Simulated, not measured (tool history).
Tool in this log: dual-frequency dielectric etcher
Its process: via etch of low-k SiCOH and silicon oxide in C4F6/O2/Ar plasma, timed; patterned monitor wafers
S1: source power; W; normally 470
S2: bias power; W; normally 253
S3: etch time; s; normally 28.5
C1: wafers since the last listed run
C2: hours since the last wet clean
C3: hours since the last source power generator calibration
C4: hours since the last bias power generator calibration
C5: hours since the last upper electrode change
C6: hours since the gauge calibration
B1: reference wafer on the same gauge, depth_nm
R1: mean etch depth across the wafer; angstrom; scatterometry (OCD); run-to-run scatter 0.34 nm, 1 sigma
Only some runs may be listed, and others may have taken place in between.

Run 1, hour 0.0: usual settings; C1 0; C2 35.5; C3 3277.4; C4 2427.9; C5 3215.4; C6 370.7; B1 96.1. Result: R1 856 angstrom.
Run 2, hour 26.7: usual settings; C1 216; C2 62.2; C3 3304.1; C4 2454.6; C5 3242.1; C6 397.4; B1 95.9. Result: R1 854 angstrom.
Run 3, hour 44.4: usual settings; C1 143; C2 79.9; C3 3321.8; C4 2472.3; C5 3259.8; C6 415.1; B1 95.9. Result: R1 858 angstrom.
Run 4, hour 143.1: usual settings; C1 798; C2 178.6; C3 3420.5; C4 2571.0; C5 3358.5; C6 513.8; B1 96.1. Result: R1 845 angstrom.
Run 5, hour 161.4: usual settings; C1 148; C2 196.9; C3 3438.8; C4 2589.3; C5 3376.8; C6 532.1; B1 96.0. Result: R1 851 angstrom.
Run 6, hour 188.8: usual settings; C1 221; C2 224.3; C3 3466.2; C4 2616.7; C5 3404.2; C6 559.5; B1 96.1. Result: R1 847 angstrom.
Run 7, hour 201.5: usual settings but S2 214 W; C1 102; C2 237.0; C3 3478.9; C4 2629.4; C5 3416.9; C6 572.2; B1 96.0. Result: R1 778 angstrom.
At hour 202.5: gauge calibrated.
At hour 228.9: source power generator calibrated.
Run 8, hour 230.0: usual settings but S2 214 W; C1 198; C2 265.5; C3 1.1; C4 2657.9; C5 3445.4; C6 27.5; B1 96.0. Result: R1 775 angstrom.
Run 9, hour 246.4: usual settings but S3 24.5 s; C1 132; C2 281.9; C3 17.5; C4 2674.3; C5 3461.8; C6 43.9; B1 96.0. Result: R1 727 angstrom.
Run 10, hour 259.7: usual settings but S3 24.5 s; C1 107; C2 295.2; C3 30.8; C4 2687.6; C5 3475.1; C6 57.2; B1 95.8. Result: R1 725 angstrom.
At hour 271.7: bias power generator calibrated.
Run 11, hour 283.4: usual settings; C1 159; C2 318.9; C3 54.5; C4 11.7; C5 3498.8; C6 80.9; B1 96.0. Result: R1 842 angstrom.
Run 12, hour 302.1: usual settings; C1 151; C2 337.6; C3 73.2; C4 30.4; C5 3517.5; C6 99.6; B1 96.1. Result: R1 842 angstrom.
Run 13, hour 331.0: usual settings; C1 233; C2 366.5; C3 102.1; C4 59.3; C5 3546.4; C6 128.5; B1 96.1. Result: R1 837 angstrom.
At hour 362.1: wet clean of the chamber.
Run 14, hour 362.6: usual settings but S1 360 W, S2 286 W, S3 33.0 s; C1 61; C2 0.5; C3 133.7; C4 90.9; C5 3578.0; C6 160.1; B1 96.1. Result: R1 909 angstrom.
At hour 394.7: upper electrode replaced.
Run 15, hour 395.2: usual settings but S1 360 W, S2 286 W, S3 33.0 s; C1 69; C2 33.1; C3 166.3; C4 123.5; C5 0.5; C6 192.7; B1 96.0. Result: R1 898 angstrom.
Run 16, hour 410.4: usual settings but S1 540 W, S2 298 W; C1 123; C2 48.3; C3 181.5; C4 138.7; C5 15.7; C6 207.9; B1 96.1. Result: R1 933 angstrom.
Run 17, hour 427.7: usual settings but S2 282 W; C1 140; C2 65.6; C3 198.8; C4 156.0; C5 33.0; C6 225.2; B1 96.0. Result: R1 858 angstrom.
Run 18, hour 450.5: usual settings but S1 560 W, S2 306 W, S3 22.0 s; C1 184; C2 88.4; C3 221.6; C4 178.8; C5 55.8; C6 248.0; B1 96.1. Result: R1 741 angstrom.
Run 19, hour 474.0: usual settings but S2 222 W; C1 190; C2 111.9; C3 245.1; C4 202.3; C5 79.3; C6 271.5; B1 95.9. Result: R1 764 angstrom.
At hour 506.9: wet clean of the chamber, repeated, since the last time left the tool worse.
Run 20, hour 507.4: usual settings but S1 370 W, S2 276 W, S3 33.0 s; C1 76; C2 0.5; C3 278.5; C4 235.7; C5 112.7; C6 304.9; B1 95.9. Result: R1 940 angstrom.
Run 21, hour 510.1: usual settings but S1 370 W; C1 21; C2 3.2; C3 281.2; C4 238.4; C5 115.4; C6 307.6; B1 96.1. Result: R1 781 angstrom.
Run 22, hour 599.4: usual settings but S3 24.5 s; C1 722; C2 92.5; C3 370.5; C4 327.7; C5 204.7; C6 396.9; B1 96.1. Result: R1 730 angstrom.
Run 23, hour 615.1: usual settings but S3 23.0 s; C1 127; C2 108.2; C3 386.2; C4 343.4; C5 220.4; C6 412.6; B1 96.0. Result: R1 690 angstrom.
Run 24, hour 636.4: usual settings but S1 350 W, S2 224 W; C1 172; C2 129.5; C3 407.5; C4 364.7; C5 241.7; C6 433.9; B1 96.0. Result: R1 712 angstrom.

Alternative continuations, all from the tool just after run 24; predict every row:
Run A, hour 636.8: usual settings; C1 3; C2 129.9; C3 407.9; C4 365.1; C5 242.1; C6 434.3; B1 ?. Result: R1 ?.
Run B, hour 636.8: usual settings but S1 410 W, S2 280 W, S3 34.0 s; C1 3; C2 129.9; C3 407.9; C4 365.1; C5 242.1; C6 434.3; B1 ?. Result: R1 ?.
Run C, hour 636.8: usual settings but S1 540 W, S3 22.0 s; C1 3; C2 129.9; C3 407.9; C4 365.1; C5 242.1; C6 434.3; B1 ?. Result: R1 ?.
Run D, hour 636.8: usual settings but S1 530 W; C1 3; C2 129.9; C3 407.9; C4 365.1; C5 242.1; C6 434.3; B1 ?. Result: R1 ?.
Run E, hour 636.8: usual settings but S1 520 W, S2 295 W, S3 32.0 s; C1 3; C2 129.9; C3 407.9; C4 365.1; C5 242.1; C6 434.3; B1 ?. Result: R1 ?.

run    B1    R1
  A  96.0   852
  B  96.0  1011
  C  96.0   695
  D  96.0   894
  E  96.0  1072
With no hidden state in the tool, these same runs would have given:
run    R1
  A   859
  B  1019
  C   701
  D   901
  E  1081
